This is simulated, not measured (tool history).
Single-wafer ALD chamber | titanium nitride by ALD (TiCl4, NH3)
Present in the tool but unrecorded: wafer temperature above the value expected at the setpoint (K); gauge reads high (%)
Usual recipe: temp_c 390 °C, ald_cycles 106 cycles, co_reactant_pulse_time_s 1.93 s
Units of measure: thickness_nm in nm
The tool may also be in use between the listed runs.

run    hour  temp_c  ald_cycles  co_reactant_pulse_time_s  wafers since the last listed run  hours since the last thermocouple change  hours since the showerhead was replaced  hours since the gauge calibration  read-back reference wafer on the same gauge, thickness_nm  thickness_nm
  1     0.0     390         106                      1.93                                 0                                     444.6                                   3845.8                             2183.9                                                      2.593         2.208
  2    65.5     390         106                      1.93                               141                                     510.1                                   3911.3                             2249.4                                                      2.590         2.211
  3   159.3     390         106                      1.93                               203                                     603.9                                   4005.1                             2343.2                                                      2.592         2.216
  4   253.6     390         106                      1.93                               204                                     698.2                                   4099.4                             2437.5                                                      2.590         2.212
  5   359.3     381         106                      1.93                               228                                     803.9                                   4205.1                             2543.2                                                      2.587         2.197
  6   450.7     381         106                      1.93                               197                                     895.3                                   4296.5                             2634.6                                                      2.589         2.189
  7   505.3     390         119                      1.93                               118                                     949.9                                   4351.1                             2689.2                                                      2.591         2.490
  8   560.1     390         119                      1.93                               118                                    1004.7                                   4405.9                             2744.0                                                      2.589         2.482
  9   639.6     390         106                      1.93                               172                                    1084.2                                   4485.4                             2823.5                                                      2.589         2.211
      832.1  -- gauge calibrated
 10   951.3     390         106                      1.93                               674                                    1395.9                                   4797.1                              119.2                                                      2.591         2.211
 11  1028.9     390         106                      1.93                               168                                    1473.5                                   4874.7                              196.8                                                      2.591         2.218
 12  1124.0     390         106                      1.93                               205                                    1568.6                                   4969.8                              291.9                                                      2.590         2.214
 13  1225.0     387         106                      1.93                               218                                    1669.6                                   5070.8                              392.9                                                      2.591         2.211
 14  1306.8     387         106                      1.93                               177                                    1751.4                                   5152.6                              474.7                                                      2.591         2.201
 15  1404.4     387         106                      1.93                               211                                    1849.0                                   5250.2                              572.3                                                      2.592         2.199
 16  1486.6     390          98                      1.93                               177                                    1931.2                                   5332.4                              654.5                                                      2.589         2.051
 17  1577.6     390         106                      1.93                               197                                    2022.2                                   5423.4                              745.5                                                      2.590         2.224
 18  1614.7     382         106                      1.93                                80                                    2059.3                                   5460.5                              782.6                                                      2.585         2.199
 19  1719.9     390         106                      1.93                               227                                    2164.5                                   5565.7                              887.8                                                      2.589         2.214
 20  1968.7     399         112                      2.61                               538                                    2413.3                                   5814.5                             1136.6                                                      2.592         2.384
 21  2064.0     390         106                      1.93                               206                                    2508.6                                   5909.8                             1231.9                                                      2.591         2.209
 22  2143.2     390         114                      1.43                               171                                    2587.8                                   5989.0                             1311.1                                                      2.592         2.352
 23  2218.9     381         106                      1.93                               163                                    2663.5                                   6064.7                             1386.8                                                      2.591         2.184
 24  2288.5     390         114                      1.93                               150                                    2733.1                                   6134.3                             1456.4                                                      2.589         2.390
 25  2389.5     395          86                      1.70                               218                                    2834.1                                   6235.3                             1557.4                                                      2.589         1.801
 26  2443.9     390         113                      1.93                               117                                    2888.5                                   6289.7                             1611.8                                                      2.589         2.357
     2506.4  -- showerhead replaced
 27  2539.4     390         106                      1.93                               189                                    2984.0                                     33.0                             1707.3                                                      2.590         2.227
     2555.1  -- thermocouple changed; heater temperature recalibrated
 28  2633.6     399         106                      1.67                               186                                      78.5                                    127.2                             1801.5                                                      2.590         2.222
 29  2739.6     397         106                      1.58                               229                                     184.5                                    233.2                             1907.5                                                      2.591         2.223
 30  2776.9     390         106                      2.20                                80                                     221.8                                    270.5                             1944.8                                                      2.591         2.227
 31  2883.7     379         106                      1.93                               231                                     328.6                                    377.3                             2051.6                                                      2.593         2.199
 32  2960.3     390          93                      1.27                               165                                     405.2                                    453.9                             2128.2                                                      2.589         1.902
 33  3087.1     390         106                      1.93                               274                                     532.0                                    580.7                             2255.0                                                      2.591         2.204
 34  3128.0     379         106                      2.16                                88                                     572.9                                    621.6                             2295.9                                                      2.593         2.196
 35  3168.3     390         106                      1.18                                87                                     613.2                                    661.9                             2336.2                                                      2.588         2.162
 36  3267.4     390         106                      1.93                               214                                     712.3                                    761.0                             2435.3                                                      2.591         2.211
 37  3369.4     390         120                      1.93                               220                                     814.3                                    863.0                             2537.3                                                      2.591         2.514
 38  3406.0     390         106                      1.18                                79                                     850.9                                    899.6                             2573.9                                                      2.590         2.173
 39  3486.6     390         106                      1.93                               174                                     931.5                                    980.2                             2654.5                                                      2.589         2.214
 40  3549.2     390         106                      1.93                               135                                     994.1                                   1042.8                             2717.1                                                      2.589         2.217
 41  3634.5     385          93                      1.47                               184                                    1079.4                                   1128.1                             2802.4                                                      2.588         1.900

Hidden state, per run?
wafer temperature above the value expected at the setpoint (K): 0 at every run
gauge reads high (%): 0 at every run
